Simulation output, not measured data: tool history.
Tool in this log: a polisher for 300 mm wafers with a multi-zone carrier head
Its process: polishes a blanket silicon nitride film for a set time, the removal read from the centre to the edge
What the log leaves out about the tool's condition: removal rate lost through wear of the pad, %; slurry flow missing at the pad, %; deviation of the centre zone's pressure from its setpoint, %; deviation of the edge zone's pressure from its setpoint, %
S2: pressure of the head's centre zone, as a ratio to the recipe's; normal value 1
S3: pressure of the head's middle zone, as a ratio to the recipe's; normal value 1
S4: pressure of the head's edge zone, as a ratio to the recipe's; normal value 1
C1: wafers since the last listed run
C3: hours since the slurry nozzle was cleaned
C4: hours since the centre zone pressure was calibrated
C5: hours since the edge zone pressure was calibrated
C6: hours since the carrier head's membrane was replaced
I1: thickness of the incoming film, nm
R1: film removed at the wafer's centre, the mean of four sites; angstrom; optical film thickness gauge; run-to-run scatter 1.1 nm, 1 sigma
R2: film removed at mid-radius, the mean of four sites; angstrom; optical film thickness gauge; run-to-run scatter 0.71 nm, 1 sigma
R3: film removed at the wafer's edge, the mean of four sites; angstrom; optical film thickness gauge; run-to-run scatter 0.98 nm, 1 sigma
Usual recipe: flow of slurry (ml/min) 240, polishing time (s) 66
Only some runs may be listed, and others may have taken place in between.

{"run": 1, "hour": 0.0, "flow of slurry (ml/min)": 240, "S2": 1.04, "S3": 1, "S4": 1, "polishing time (s)": 66, "C1": 0, "wafers polished on this pad": 7124, "C3": 204.7, "C4": 598.6, "C5": 660.2, "C6": 821.5, "I1": 619.4, "R1": 1103, "R2": 1067, "R3": 993}
{"hour": 4.1, "done": "worn pad replaced by a new one"}
{"hour": 52.3, "done": "edge zone pressure recalibrated"}
{"run": 2, "hour": 95.0, "flow of slurry (ml/min)": 240, "S2": 1, "S3": 0.95, "S4": 1.09, "polishing time (s)": 52, "C1": 946, "wafers polished on this pad": 944, "C3": 299.7, "C4": 693.6, "C5": 42.7, "C6": 916.5, "I1": 617.3, "R1": 834, "R2": 813, "R3": 823}
{"run": 3, "hour": 200.0, "flow of slurry (ml/min)": 240, "S2": 0.97, "S3": 1, "S4": 1, "polishing time (s)": 77, "C1": 1116, "wafers polished on this pad": 2061, "C3": 404.7, "C4": 798.6, "C5": 147.7, "C6": 1021.5, "I1": 612.8, "R1": 1185, "R2": 1236, "R3": 1163}
{"run": 4, "hour": 273.1, "flow of slurry (ml/min)": 240, "S2": 1, "S3": 0.95, "S4": 1.09, "polishing time (s)": 52, "C1": 777, "wafers polished on this pad": 2838, "C3": 477.8, "C4": 871.7, "C5": 220.8, "C6": 1094.6, "I1": 624.6, "R1": 815, "R2": 813, "R3": 828}
{"run": 5, "hour": 363.9, "flow of slurry (ml/min)": 240, "S2": 0.91, "S3": 1.12, "S4": 1.07, "polishing time (s)": 59, "C1": 965, "wafers polished on this pad": 3803, "C3": 568.6, "C4": 962.5, "C5": 311.6, "C6": 1185.4, "I1": 610, "R1": 857, "R2": 1031, "R3": 932}
{"run": 6, "hour": 402.0, "flow of slurry (ml/min)": 240, "S2": 1, "S3": 1, "S4": 1, "polishing time (s)": 66, "C1": 405, "wafers polished on this pad": 4208, "C3": 606.7, "C4": 1000.6, "C5": 349.7, "C6": 1223.5, "I1": 632, "R1": 1057, "R2": 1064, "R3": 999}
{"hour": 408.1, "done": "centre zone pressure recalibrated"}
{"run": 7, "hour": 460.3, "flow of slurry (ml/min)": 195, "S2": 0.88, "S3": 1.05, "S4": 1.04, "polishing time (s)": 66, "C1": 598, "wafers polished on this pad": 4807, "C3": 665, "C4": 52.2, "C5": 408, "C6": 1281.8, "I1": 612.9, "R1": 899, "R2": 1073, "R3": 1010}
{"run": 8, "hour": 566.2, "flow of slurry (ml/min)": 240, "S2": 1, "S3": 1, "S4": 1, "polishing time (s)": 66, "C1": 1125, "wafers polished on this pad": 5933, "C3": 770.9, "C4": 158.1, "C5": 513.9, "C6": 1387.7, "I1": 625.3, "R1": 1059, "R2": 1072, "R3": 1007}
{"hour": 573.2, "done": "slurry nozzle cleaned"}
{"hour": 637.3, "done": "worn pad replaced by a new one"}
{"run": 9, "hour": 652.4, "flow of slurry (ml/min)": 315, "S2": 1, "S3": 1, "S4": 1, "polishing time (s)": 66, "C1": 863, "wafers polished on this pad": 160, "C3": 79.2, "C4": 244.3, "C5": 600.1, "C6": 1473.9, "I1": 617.7, "R1": 1071, "R2": 1092, "R3": 1028}
{"hour": 712.3, "done": "carrier head's membrane replaced by a new one"}
{"run": 10, "hour": 720.7, "flow of slurry (ml/min)": 240, "S2": 1, "S3": 1, "S4": 1, "polishing time (s)": 66, "C1": 672, "wafers polished on this pad": 833, "C3": 147.5, "C4": 312.6, "C5": 668.4, "C6": 8.4, "I1": 618.6, "R1": 1057, "R2": 1081, "R3": 1019}
{"run": 11, "hour": 792.9, "flow of slurry (ml/min)": 240, "S2": 1, "S3": 1, "S4": 1.11, "polishing time (s)": 66, "C1": 767, "wafers polished on this pad": 1601, "C3": 219.7, "C4": 384.8, "C5": 740.6, "C6": 80.6, "I1": 621, "R1": 1069, "R2": 1071, "R3": 1056}
{"hour": 825.1, "done": "edge zone pressure recalibrated"}
{"run": 12, "hour": 898.7, "flow of slurry (ml/min)": 240, "S2": 0.91, "S3": 1, "S4": 0.95, "polishing time (s)": 66, "C1": 1103, "wafers polished on this pad": 2704, "C3": 325.5, "C4": 490.6, "C5": 73.6, "C6": 186.4, "I1": 622.3, "R1": 962, "R2": 1076, "R3": 976}
{"run": 13, "hour": 967.2, "flow of slurry (ml/min)": 170, "S2": 1, "S3": 1, "S4": 1.03, "polishing time (s)": 87, "C1": 728, "wafers polished on this pad": 3433, "C3": 394, "C4": 559.1, "C5": 142.1, "C6": 254.9, "I1": 620.2, "R1": 1330, "R2": 1359, "R3": 1286}
{"run": 14, "hour": 1031.4, "flow of slurry (ml/min)": 175, "S2": 1, "S3": 1.07, "S4": 1.06, "polishing time (s)": 66, "C1": 682, "wafers polished on this pad": 4115, "C3": 458.2, "C4": 623.3, "C5": 206.3, "C6": 319.1, "I1": 616.1, "R1": 1016, "R2": 1091, "R3": 1013}
{"run": 15, "hour": 1103.9, "flow of slurry (ml/min)": 240, "S2": 1, "S3": 1, "S4": 1, "polishing time (s)": 66, "C1": 770, "wafers polished on this pad": 4886, "C3": 530.7, "C4": 695.8, "C5": 278.8, "C6": 391.6, "I1": 622.8, "R1": 1064, "R2": 1070, "R3": 1004}
{"run": 16, "hour": 1259.5, "flow of slurry (ml/min)": 240, "S2": 1.1, "S3": 1, "S4": 1, "polishing time (s)": 85, "C1": 1654, "wafers polished on this pad": 6540, "C3": 686.3, "C4": 851.4, "C5": 434.4, "C6": 547.2, "I1": 611.2, "R1": 1505, "R2": 1366, "R3": 1265}
{"run": 17, "hour": 1305.7, "flow of slurry (ml/min)": 240, "S2": 1, "S3": 1.11, "S4": 1, "polishing time (s)": 66, "C1": 491, "wafers polished on this pad": 7032, "C3": 732.5, "C4": 897.6, "C5": 480.6, "C6": 593.4, "I1": 623.2, "R1": 1047, "R2": 1144, "R3": 1002}
{"hour": 1319.1, "done": "slurry nozzle cleaned"}
{"run": 18, "hour": 1377.8, "flow of slurry (ml/min)": 190, "S2": 0.89, "S3": 1.07, "S4": 1.04, "polishing time (s)": 66, "C1": 755, "wafers polished on this pad": 7787, "C3": 58.7, "C4": 969.7, "C5": 552.7, "C6": 665.5, "I1": 621.7, "R1": 925, "R2": 1091, "R3": 1005}

Run 19 has not been measured yet. What should we expect?
{"hour": 1438.3, "done": "worn pad replaced by a new one"}
{"run": 19, "hour": 1438.8, "flow of slurry (ml/min)": 190, "S2": 1, "S3": 0.94, "S4": 1.07, "polishing time (s)": 73, "C1": 606, "wafers polished on this pad": 5, "C3": 119.7, "C4": 1030.7, "C5": 613.7, "C6": 726.5, "I1": 613.4, "R1": "?", "R2": "?", "R3": "?"}

Run 19 gave R1 1147 angstrom, R2 1111 angstrom, R3 1111 angstrom.
Without the tool's hidden state the same run would have given R1 1147 angstrom, R2 1111 angstrom, R3 1111 angstrom.
